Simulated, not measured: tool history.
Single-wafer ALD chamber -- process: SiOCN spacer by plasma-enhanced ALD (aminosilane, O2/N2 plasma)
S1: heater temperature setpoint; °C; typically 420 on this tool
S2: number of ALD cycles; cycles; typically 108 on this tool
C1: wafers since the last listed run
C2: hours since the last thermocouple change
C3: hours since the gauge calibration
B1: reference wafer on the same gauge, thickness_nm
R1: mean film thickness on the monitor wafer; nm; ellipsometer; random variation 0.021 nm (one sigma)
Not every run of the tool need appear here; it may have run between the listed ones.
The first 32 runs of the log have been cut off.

| run | day | S1 | S2 | C1 | C2 | C3 | B1 | R1 |
|---|---|---|---|---|---|---|---|---|
| 33 | 18.538 | 426 | 125 | 28 | 295.5 | 149.8 | 6.79 | 7.108 |
| 34 | 19.204 | 420 | 108 | 36 | 311.5 | 165.8 | 6.794 | 6.312 |
| 35 | 19.492 | 407 | 100 | 15 | 318.4 | 172.7 | 6.797 | 6.091 |
| 36 | 19.908 | 432 | 122 | 22 | 328.4 | 182.7 | 6.79 | 6.805 |
| 37 | 20.25 | 420 | 123 | 18 | 336.6 | 190.9 | 6.789 | 7.165 |
| 38 | 20.896 | 413 | 108 | 34 | 352.1 | 206.4 | 6.787 | 6.451 |
| 39 | 21.546 | 420 | 108 | 35 | 367.7 | 222 | 6.791 | 6.304 |
| 40 | 22.208 | 411 | 89 | 35 | 383.6 | 237.9 | 6.799 | 5.337 |
| 41 | 22.804 | 430 | 127 | 32 | 397.9 | 252.2 | 6.789 | 7.112 |
| 42 | 23.412 | 420 | 130 | 32 | 412.5 | 266.8 | 6.788 | 7.581 |
| 43 | 24.121 | 430 | 127 | 38 | 429.5 | 283.8 | 6.794 | 7.111 |
| 44 | 24.567 | 420 | 125 | 24 | 440.2 | 294.5 | 6.79 | 7.32 |
| 45 | 25.079 | 420 | 94 | 27 | 452.5 | 306.8 | 6.795 | 5.474 |
| 46 | 25.6 | 412 | 93 | 28 | 465 | 319.3 | 6.789 | 5.574 |

5 ways to go on from here, each from the tool as it stands after run 46. What would each give?
| A | 25.625 | 432 | 108 | 1 | 465.6 | 319.9 | ? | ? |
| B | 25.625 | 407 | 108 | 1 | 465.6 | 319.9 | ? | ? |
| C | 25.625 | 432 | 115 | 1 | 465.6 | 319.9 | ? | ? |
| D | 25.625 | 429 | 120 | 1 | 465.6 | 319.9 | ? | ? |
| E | 25.625 | 428 | 124 | 1 | 465.6 | 319.9 | ? | ? |

| run | B1 | R1 |
|---|---|---|
| A | 6.792 | 6.003 |
| B | 6.792 | 6.564 |
| C | 6.792 | 6.392 |
| D | 6.792 | 6.745 |
| E | 6.792 | 6.995 |
Stripped of hidden state, with their random variation kept, the same runs would have yielded:
| run | R1 |
|---|---|
| A | 6.033 |
| B | 6.593 |
| C | 6.424 |
| D | 6.778 |
| E | 7.03 |
